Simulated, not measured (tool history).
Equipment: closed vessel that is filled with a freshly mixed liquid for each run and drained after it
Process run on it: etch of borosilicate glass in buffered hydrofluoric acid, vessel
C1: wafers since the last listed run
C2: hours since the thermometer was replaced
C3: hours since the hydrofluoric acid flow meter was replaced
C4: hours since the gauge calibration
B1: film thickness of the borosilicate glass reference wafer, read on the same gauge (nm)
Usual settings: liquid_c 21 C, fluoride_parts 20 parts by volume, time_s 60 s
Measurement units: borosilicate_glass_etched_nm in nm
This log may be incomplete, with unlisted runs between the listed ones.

{"run": 1, "hour": 0.0, "liquid_c": 21, "fluoride_parts": 20, "time_s": 75, "C1": 0, "C2": 920.9, "C3": 501.9, "C4": 106.2, "B1": 140.04, "borosilicate_glass_etched_nm": 40.35}
{"run": 2, "hour": 88.8, "liquid_c": 21, "fluoride_parts": 20, "time_s": 75, "C1": 9141, "C2": 1009.7, "C3": 590.7, "C4": 195, "B1": 140, "borosilicate_glass_etched_nm": 40.51}
{"run": 3, "hour": 140.6, "liquid_c": 21, "fluoride_parts": 20, "time_s": 75, "C1": 5332, "C2": 1061.5, "C3": 642.5, "C4": 246.8, "B1": 140.02, "borosilicate_glass_etched_nm": 40.66}
{"run": 4, "hour": 213.0, "liquid_c": 21, "fluoride_parts": 25.5, "time_s": 60, "C1": 7453, "C2": 1133.9, "C3": 714.9, "C4": 319.2, "B1": 139.95, "borosilicate_glass_etched_nm": 27.41}
{"run": 5, "hour": 307.5, "liquid_c": 21, "fluoride_parts": 25.5, "time_s": 60, "C1": 9728, "C2": 1228.4, "C3": 809.4, "C4": 413.7, "B1": 139.98, "borosilicate_glass_etched_nm": 27.64}
{"run": 6, "hour": 401.5, "liquid_c": 21, "fluoride_parts": 25.5, "time_s": 60, "C1": 9676, "C2": 1322.4, "C3": 903.4, "C4": 507.7, "B1": 140.01, "borosilicate_glass_etched_nm": 27.41}
{"run": 7, "hour": 453.9, "liquid_c": 21, "fluoride_parts": 20, "time_s": 60, "C1": 5394, "C2": 1374.8, "C3": 955.8, "C4": 560.1, "B1": 140.01, "borosilicate_glass_etched_nm": 32.57}
{"run": 8, "hour": 532.0, "liquid_c": 21, "fluoride_parts": 20, "time_s": 60, "C1": 8039, "C2": 1452.9, "C3": 1033.9, "C4": 638.2, "B1": 139.99, "borosilicate_glass_etched_nm": 32.41}
{"run": 9, "hour": 589.8, "liquid_c": 21, "fluoride_parts": 20, "time_s": 60, "C1": 5950, "C2": 1510.7, "C3": 1091.7, "C4": 696, "B1": 140.02, "borosilicate_glass_etched_nm": 32.32}
{"run": 10, "hour": 662.7, "liquid_c": 21, "fluoride_parts": 20, "time_s": 60, "C1": 7504, "C2": 1583.6, "C3": 1164.6, "C4": 768.9, "B1": 140.02, "borosilicate_glass_etched_nm": 32.76}
{"run": 11, "hour": 699.6, "liquid_c": 21, "fluoride_parts": 20, "time_s": 60, "C1": 3798, "C2": 1620.5, "C3": 1201.5, "C4": 805.8, "B1": 140.03, "borosilicate_glass_etched_nm": 32.81}
{"run": 12, "hour": 801.0, "liquid_c": 21, "fluoride_parts": 20, "time_s": 60, "C1": 10438, "C2": 1721.9, "C3": 1302.9, "C4": 907.2, "B1": 139.99, "borosilicate_glass_etched_nm": 32.41}
{"hour": 962.0, "done": "hydrofluoric acid flow meter replaced"}
{"run": 13, "hour": 1056.5, "liquid_c": 21, "fluoride_parts": 20, "time_s": 60, "C1": 26198, "C2": 1977.4, "C3": 94.5, "C4": 1162.7, "B1": 139.98, "borosilicate_glass_etched_nm": 32.42}
{"run": 14, "hour": 1121.2, "liquid_c": 19, "fluoride_parts": 17, "time_s": 90, "C1": 6660, "C2": 2042.1, "C3": 159.2, "C4": 1227.4, "B1": 139.96, "borosilicate_glass_etched_nm": 51.29}
{"run": 15, "hour": 1175.9, "liquid_c": 21, "fluoride_parts": 14.5, "time_s": 60, "C1": 5630, "C2": 2096.8, "C3": 213.9, "C4": 1282.1, "B1": 140, "borosilicate_glass_etched_nm": 44.7}
{"run": 16, "hour": 1244.4, "liquid_c": 19.5, "fluoride_parts": 20, "time_s": 30, "C1": 7051, "C2": 2165.3, "C3": 282.4, "C4": 1350.6, "B1": 139.97, "borosilicate_glass_etched_nm": 14.81}
{"hour": 1259.0, "done": "thermometer replaced"}
{"run": 17, "hour": 1298.8, "liquid_c": 21, "fluoride_parts": 15.5, "time_s": 90, "C1": 5497, "C2": 39.8, "C3": 336.8, "C4": 1405, "B1": 140.02, "borosilicate_glass_etched_nm": 62.93}
{"run": 18, "hour": 1396.1, "liquid_c": 22.5, "fluoride_parts": 17, "time_s": 30, "C1": 10016, "C2": 137.1, "C3": 434.1, "C4": 1502.3, "B1": 140, "borosilicate_glass_etched_nm": 20.79}
{"run": 19, "hour": 1452.7, "liquid_c": 21, "fluoride_parts": 20, "time_s": 75, "C1": 5826, "C2": 193.7, "C3": 490.7, "C4": 1558.9, "B1": 140, "borosilicate_glass_etched_nm": 40.53}
{"run": 20, "hour": 1504.6, "liquid_c": 21, "fluoride_parts": 24.5, "time_s": 80, "C1": 5342, "C2": 245.6, "C3": 542.6, "C4": 1610.8, "B1": 140.02, "borosilicate_glass_etched_nm": 37.76}
{"hour": 1514.6, "done": "gauge calibrated"}
{"run": 21, "hour": 1585.7, "liquid_c": 21, "fluoride_parts": 17, "time_s": 60, "C1": 8348, "C2": 326.7, "C3": 623.7, "C4": 71.1, "B1": 139.99, "borosilicate_glass_etched_nm": 38.4}
{"run": 22, "hour": 1689.9, "liquid_c": 21, "fluoride_parts": 20, "time_s": 50, "C1": 10726, "C2": 430.9, "C3": 727.9, "C4": 175.3, "B1": 140.04, "borosilicate_glass_etched_nm": 27.37}
{"run": 23, "hour": 1749.1, "liquid_c": 21, "fluoride_parts": 22.5, "time_s": 60, "C1": 6094, "C2": 490.1, "C3": 787.1, "C4": 234.5, "B1": 140, "borosilicate_glass_etched_nm": 30.01}
{"run": 24, "hour": 1844.7, "liquid_c": 17, "fluoride_parts": 20, "time_s": 50, "C1": 9841, "C2": 585.7, "C3": 882.7, "C4": 330.1, "B1": 139.97, "borosilicate_glass_etched_nm": 21.72}
{"run": 25, "hour": 1924.7, "liquid_c": 21, "fluoride_parts": 20, "time_s": 60, "C1": 8235, "C2": 665.7, "C3": 962.7, "C4": 410.1, "B1": 139.99, "borosilicate_glass_etched_nm": 32.61}
{"run": 26, "hour": 2025.3, "liquid_c": 24, "fluoride_parts": 20, "time_s": 90, "C1": 10356, "C2": 766.3, "C3": 1063.3, "C4": 510.7, "B1": 139.98, "borosilicate_glass_etched_nm": 56.93}

Exercise: give the hidden state of the tool at every run:
liquid hotter than its thermometer reads (K): 0 in every run
hydrofluoric acid flow below the setpoint (%): 0 in every run
gauge reads high (%): 0 in every run

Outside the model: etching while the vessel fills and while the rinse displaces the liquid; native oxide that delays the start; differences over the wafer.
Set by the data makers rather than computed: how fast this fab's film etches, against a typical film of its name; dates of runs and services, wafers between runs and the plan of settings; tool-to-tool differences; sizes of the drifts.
